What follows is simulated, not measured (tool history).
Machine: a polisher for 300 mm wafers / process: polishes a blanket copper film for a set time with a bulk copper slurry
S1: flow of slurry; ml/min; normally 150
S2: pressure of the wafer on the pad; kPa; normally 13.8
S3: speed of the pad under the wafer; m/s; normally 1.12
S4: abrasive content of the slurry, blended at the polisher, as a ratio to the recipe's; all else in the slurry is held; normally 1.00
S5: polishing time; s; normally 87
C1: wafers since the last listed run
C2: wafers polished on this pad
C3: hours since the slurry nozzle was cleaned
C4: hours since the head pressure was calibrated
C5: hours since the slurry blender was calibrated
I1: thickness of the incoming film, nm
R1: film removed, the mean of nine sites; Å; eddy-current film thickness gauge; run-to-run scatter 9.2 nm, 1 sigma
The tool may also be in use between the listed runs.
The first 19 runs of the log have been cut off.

run   hour   S1    S2    S3    S4   S5   C1    C2     C3     C4     C5      I1    R1
 20  232.9  150  13.8  1.12  1.00   87  108   553  458.2  623.7   22.9  3471.5  5803
 21  248.1  150  16.5  0.84  1.00   87  105   658  473.4  638.9   38.1  3565.5  5085
 22  255.8  150  13.8  1.44  1.00   72   53   712  481.1  646.6   45.8  3612.5  6094
     265.1  -- head pressure recalibrated
 23  269.2  150  13.8  1.12  1.00   87   79   791  494.5    4.1   59.2  3538.4  5578
 24  283.8  150  11.7  0.82  1.20  112  101   892  509.1   18.7   73.8  3520.8  4620
     304.0  -- slurry nozzle cleaned
 25  330.1  150  13.8  0.94  1.00   87  314  1207   26.1   65.0  120.1  3563.8  5463
 26  346.6  115  11.0  1.12  1.00   87  114  1322   42.6   81.5  136.6  3540.3  4943
 27  353.5  150  13.8  1.38  1.00   87   47  1370   49.5   88.4  143.5  3479.6  7847
     372.6  -- worn pad replaced by a new one
 28  400.1  150  13.8  1.12  1.00   87  295   191   96.1  135.0  190.1  3517.4  6398
 29  415.4  150  13.8  1.12  1.10   87  106   297  111.4  150.3  205.4  3550.4  6464
 30  432.0  175  13.8  1.30  1.00   72  115   412  128.0  166.9  222.0  3553.0  6418
 31  445.4  150  13.8  1.12  1.00   87   93   505  141.4  180.3  235.4  3533.1  6420
 32  462.3  150  13.8  1.12  1.00   87  117   623  158.3  197.2  252.3  3504.0  6362

Forecast each of these 3 alternatives for the next run:
  A  462.8  150  13.8  1.12  1.00  87   3  626  158.8  197.7  252.8  3605.9   ?
  B  462.8  150  13.8  1.02  0.70  87   3  626  158.8  197.7  252.8  3605.9   ?
  C  462.8  150  15.9  1.12  1.15  87   3  626  158.8  197.7  252.8  3605.9   ?

run    R1
  A  6453
  B  5535
  C  7537
With no hidden state in the tool, these same runs would have given:
run    R1
  A  6505
  B  5579
  C  7597

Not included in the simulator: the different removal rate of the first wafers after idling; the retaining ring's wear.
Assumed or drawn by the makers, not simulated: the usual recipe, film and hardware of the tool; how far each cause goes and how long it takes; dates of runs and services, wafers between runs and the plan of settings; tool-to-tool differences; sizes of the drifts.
